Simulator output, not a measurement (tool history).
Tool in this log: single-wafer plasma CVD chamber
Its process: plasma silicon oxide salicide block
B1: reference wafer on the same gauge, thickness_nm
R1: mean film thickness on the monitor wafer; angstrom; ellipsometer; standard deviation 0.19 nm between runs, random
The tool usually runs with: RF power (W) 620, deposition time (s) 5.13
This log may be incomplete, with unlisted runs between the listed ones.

Run 1, day 0: usual settings but RF power (W) 685; B1 53.399. Result: R1 512.75 angstrom.
Run 2, day 1.975: usual settings but RF power (W) 685; B1 53.427. Result: R1 515.61 angstrom.
Run 3, day 3.146: usual settings but RF power (W) 685; B1 53.434. Result: R1 510.31 angstrom.
Run 4, day 5.758: usual settings but deposition time (s) 5.89; B1 53.388. Result: R1 575.04 angstrom.
Run 5, day 8.204: usual settings but deposition time (s) 5.89; B1 53.346. Result: R1 573.32 angstrom.
Run 6, day 9.742: usual settings but deposition time (s) 5.89; B1 53.43. Result: R1 572.56 angstrom.
Run 7, day 10.838: usual settings but deposition time (s) 4.69; B1 53.41. Result: R1 457.05 angstrom.
Run 8, day 12.817: usual settings but deposition time (s) 4.69; B1 53.272. Result: R1 459.17 angstrom.
Run 9, day 14.45: usual settings but RF power (W) 700, deposition time (s) 5.63; B1 53.376. Result: R1 564.78 angstrom.
Run 10, day 16.321: usual settings but RF power (W) 700, deposition time (s) 5.63; B1 53.443. Result: R1 565.82 angstrom.
Run 11, day 17.55: usual settings but RF power (W) 585; B1 53.414. Result: R1 488.9 angstrom.
Run 12, day 19.875: usual settings but RF power (W) 585; B1 53.354. Result: R1 490.98 angstrom.
Run 13, day 22.771: usual settings but RF power (W) 585; B1 53.272. Result: R1 492.54 angstrom.
Run 14, day 24.879: usual settings but RF power (W) 510; B1 53.369. Result: R1 469.6 angstrom.
Run 15, day 25.954: usual settings but RF power (W) 505, deposition time (s) 4.45; B1 53.435. Result: R1 411.31 angstrom.
Run 16, day 30.717: usual settings but RF power (W) 710, deposition time (s) 6.02; B1 53.31. Result: R1 604.46 angstrom.
At day 32.283: showerhead replaced.
At day 35.1: gauge calibrated.
Run 17, day 35.812: usual settings; B1 53.383. Result: R1 494.09 angstrom.
At day 37.312: RF generator calibrated.
Run 18, day 37.333: usual settings but RF power (W) 705, deposition time (s) 4.38; B1 53.312. Result: R1 432.76 angstrom.
Run 19, day 39.938: usual settings but RF power (W) 555; B1 53.438. Result: R1 477.37 angstrom.
Run 20, day 42.742: usual settings; B1 53.528. Result: R1 489.6 angstrom.
Run 21, day 45.267: usual settings but RF power (W) 535, deposition time (s) 4.62; B1 53.314. Result: R1 425.75 angstrom.
Run 22, day 48.004: usual settings but RF power (W) 505, deposition time (s) 5.7; B1 53.299. Result: R1 517.82 angstrom.
At day 49.133: RF generator calibrated, repeated, since the last time left the tool worse.
Run 23, day 49.242: usual settings; B1 53.376. Result: R1 501.51 angstrom.
Run 24, day 51.083: usual settings but RF power (W) 710, deposition time (s) 5.5; B1 53.329. Result: R1 561.62 angstrom.
Run 25, day 52.95: usual settings but deposition time (s) 6.12; B1 53.336. Result: R1 600.57 angstrom.
Run 26, day 55.4: usual settings but RF power (W) 725, deposition time (s) 5.81; B1 53.334. Result: R1 596.1 angstrom.

The logged runs with the hidden state left out (each run's random variation unchanged):
Hidden state present: delivered RF power above the setpoint (%); gauge reads high (%).
run      R1
  1  515.86
  2  518.95
  3  513.74
  4  579.22
  5  577.78
  6   577.2
  7  460.86
  8  463.18
  9  569.91
 10  571.19
 11  493.66
 12  496.01
 13  497.89
 14   474.9
 15  416.05
 16  612.04
 17  500.82
 18  444.17
 19  490.24
 20  503.11
 21  437.74
 22  532.73
 23  502.83
 24  563.31
 25   602.6
 26  598.41

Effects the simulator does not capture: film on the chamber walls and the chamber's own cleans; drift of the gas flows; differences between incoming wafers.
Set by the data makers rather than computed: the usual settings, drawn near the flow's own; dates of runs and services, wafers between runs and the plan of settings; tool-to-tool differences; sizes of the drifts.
